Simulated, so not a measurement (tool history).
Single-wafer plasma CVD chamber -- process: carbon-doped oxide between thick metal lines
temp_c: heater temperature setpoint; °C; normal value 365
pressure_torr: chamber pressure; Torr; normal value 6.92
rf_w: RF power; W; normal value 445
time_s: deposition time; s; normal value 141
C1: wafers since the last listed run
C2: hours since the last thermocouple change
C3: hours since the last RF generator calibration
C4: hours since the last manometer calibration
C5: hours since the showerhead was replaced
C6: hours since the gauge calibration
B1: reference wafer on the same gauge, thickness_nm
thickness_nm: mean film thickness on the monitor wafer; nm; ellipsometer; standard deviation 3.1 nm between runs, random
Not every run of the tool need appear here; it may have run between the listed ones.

Run 1, hour 0.0: usual settings but temp_c 361 °C; C1 0; C2 2772.6; C3 1841.2; C4 1440.3; C5 4337.3; C6 270.3; B1 616.253. Result: thickness_nm 593.771 nm.
Run 2, hour 25.1: usual settings but temp_c 361 °C; C1 298; C2 2797.7; C3 1866.3; C4 1465.4; C5 4362.4; C6 295.4; B1 617.881. Result: thickness_nm 596.193 nm.
Run 3, hour 47.8: usual settings; C1 270; C2 2820.4; C3 1889.0; C4 1488.1; C5 4385.1; C6 318.1; B1 616.476. Result: thickness_nm 588.407 nm.
Run 4, hour 68.7: usual settings; C1 248; C2 2841.3; C3 1909.9; C4 1509.0; C5 4406.0; C6 339.0; B1 616.401. Result: thickness_nm 588.777 nm.
Run 5, hour 95.7: usual settings but temp_c 373 °C; C1 321; C2 2868.3; C3 1936.9; C4 1536.0; C5 4433.0; C6 366.0; B1 617.430. Result: thickness_nm 578.964 nm.
Run 6, hour 118.9: usual settings but temp_c 357 °C; C1 276; C2 2891.5; C3 1960.1; C4 1559.2; C5 4456.2; C6 389.2; B1 618.121. Result: thickness_nm 598.573 nm.
Run 7, hour 136.0: usual settings but temp_c 357 °C; C1 203; C2 2908.6; C3 1977.2; C4 1576.3; C5 4473.3; C6 406.3; B1 617.375. Result: thickness_nm 598.647 nm.
Run 8, hour 167.0: usual settings but temp_c 357 °C; C1 368; C2 2939.6; C3 2008.2; C4 1607.3; C5 4504.3; C6 437.3; B1 618.026. Result: thickness_nm 593.250 nm.
Run 9, hour 197.7: usual settings; C1 365; C2 2970.3; C3 2038.9; C4 1638.0; C5 4535.0; C6 468.0; B1 615.678. Result: thickness_nm 588.924 nm.
Run 10, hour 226.5: usual settings but time_s 130 s; C1 342; C2 2999.1; C3 2067.7; C4 1666.8; C5 4563.8; C6 496.8; B1 617.295. Result: thickness_nm 540.444 nm.
At hour 240.1: showerhead replaced.
Run 11, hour 256.9: usual settings but rf_w 465 W; C1 266; C2 3029.5; C3 2098.1; C4 1697.2; C5 16.8; C6 527.2; B1 616.742. Result: thickness_nm 618.579 nm.
Run 12, hour 279.6: usual settings but rf_w 465 W; C1 270; C2 3052.2; C3 2120.8; C4 1719.9; C5 39.5; C6 549.9; B1 616.949. Result: thickness_nm 611.295 nm.
Run 13, hour 309.9: usual settings but rf_w 465 W; C1 360; C2 3082.5; C3 2151.1; C4 1750.2; C5 69.8; C6 580.2; B1 616.982. Result: thickness_nm 611.554 nm.
Run 14, hour 322.6: usual settings but temp_c 372 °C, time_s 130 s; C1 151; C2 3095.2; C3 2163.8; C4 1762.9; C5 82.5; C6 592.9; B1 616.719. Result: thickness_nm 530.953 nm.
Run 15, hour 352.7: usual settings; C1 358; C2 3125.3; C3 2193.9; C4 1793.0; C5 112.6; C6 623.0; B1 617.535. Result: thickness_nm 586.395 nm.
At hour 363.1: capacitance manometer re-zeroed and calibrated.
Run 16, hour 367.7: usual settings but pressure_torr 8.63 Torr, rf_w 380 W; C1 83; C2 3140.3; C3 2208.9; C4 4.6; C5 127.6; C6 638.0; B1 617.065. Result: thickness_nm 509.368 nm.
At hour 384.6: RF generator calibrated.
Run 17, hour 385.1: usual settings; C1 111; C2 3157.7; C3 0.5; C4 22.0; C5 145.0; C6 655.4; B1 616.183. Result: thickness_nm 562.698 nm.
At hour 385.6: gauge calibrated.
Run 18, hour 413.6: usual settings but temp_c 372 °C, time_s 120 s; C1 339; C2 3186.2; C3 29.0; C4 50.5; C5 173.5; C6 28.0; B1 616.797. Result: thickness_nm 469.255 nm.
Run 19, hour 427.0: usual settings but temp_c 352 °C, pressure_torr 6.38 Torr, rf_w 525 W; C1 159; C2 3199.6; C3 42.4; C4 63.9; C5 186.9; C6 41.4; B1 617.954. Result: thickness_nm 667.019 nm.
Run 20, hour 455.6: usual settings but temp_c 357 °C; C1 340; C2 3228.2; C3 71.0; C4 92.5; C5 215.5; C6 70.0; B1 618.089. Result: thickness_nm 569.025 nm.
Run 21, hour 477.9: usual settings but temp_c 355 °C, pressure_torr 5.20 Torr, rf_w 510 W; C1 265; C2 3250.5; C3 93.3; C4 114.8; C5 237.8; C6 92.3; B1 617.882. Result: thickness_nm 632.362 nm.
At hour 499.9: thermocouple changed; heater temperature recalibrated.
Run 22, hour 512.7: usual settings but rf_w 535 W; C1 318; C2 12.8; C3 128.1; C4 149.6; C5 272.6; C6 127.1; B1 617.871. Result: thickness_nm 656.814 nm.
Run 23, hour 543.5: usual settings; C1 366; C2 43.6; C3 158.9; C4 180.4; C5 303.4; C6 157.9; B1 618.190. Result: thickness_nm 560.207 nm.
At hour 565.2: RF generator calibrated, repeated, since the last time left the tool worse.
Run 24, hour 628.4: usual settings; C1 915; C2 128.5; C3 63.2; C4 265.3; C5 388.3; C6 242.8; B1 617.251. Result: thickness_nm 619.863 nm.
Run 25, hour 656.3: usual settings but temp_c 376 °C, time_s 152 s; C1 332; C2 156.4; C3 91.1; C4 293.2; C5 416.2; C6 270.7; B1 617.571. Result: thickness_nm 653.574 nm.
Run 26, hour 676.0: usual settings; C1 234; C2 176.1; C3 110.8; C4 312.9; C5 435.9; C6 290.4; B1 617.650. Result: thickness_nm 614.977 nm.
Run 27, hour 706.6: usual settings but pressure_torr 5.37 Torr, time_s 163 s; C1 364; C2 206.7; C3 141.4; C4 343.5; C5 466.5; C6 321.0; B1 617.590. Result: thickness_nm 696.415 nm.
Run 28, hour 722.2: usual settings but temp_c 360 °C; C1 185; C2 222.3; C3 157.0; C4 359.1; C5 482.1; C6 336.6; B1 617.476. Result: thickness_nm 622.448 nm.
Run 29, hour 757.9: usual settings but temp_c 358 °C, pressure_torr 5.87 Torr, rf_w 515 W, time_s 129 s; C1 424; C2 258.0; C3 192.7; C4 394.8; C5 517.8; C6 372.3; B1 617.962. Result: thickness_nm 636.415 nm.

Branching from run 29: 3 alternative next runs. What would each branch give?
Run A, hour 758.3: usual settings but temp_c 353 °C; C1 4; C2 258.4; C3 193.1; C4 395.2; C5 518.2; C6 372.7; B1 ?. Result: thickness_nm ?.
Run B, hour 758.3: usual settings but pressure_torr 7.96 Torr, time_s 121 s; C1 4; C2 258.4; C3 193.1; C4 395.2; C5 518.2; C6 372.7; B1 ?. Result: thickness_nm ?.
Run C, hour 758.3: usual settings but temp_c 355 °C, pressure_torr 7.96 Torr, rf_w 375 W, time_s 153 s; C1 4; C2 258.4; C3 193.1; C4 395.2; C5 518.2; C6 372.7; B1 ?. Result: thickness_nm ?.

run       B1  thickness_nm
  A  617.321       631.857
  B  617.321       534.528
  C  617.321       583.501
Had the tool no hidden state, the same runs would have come out as:
run  thickness_nm
  A       637.948
  B       539.680
  C       589.374
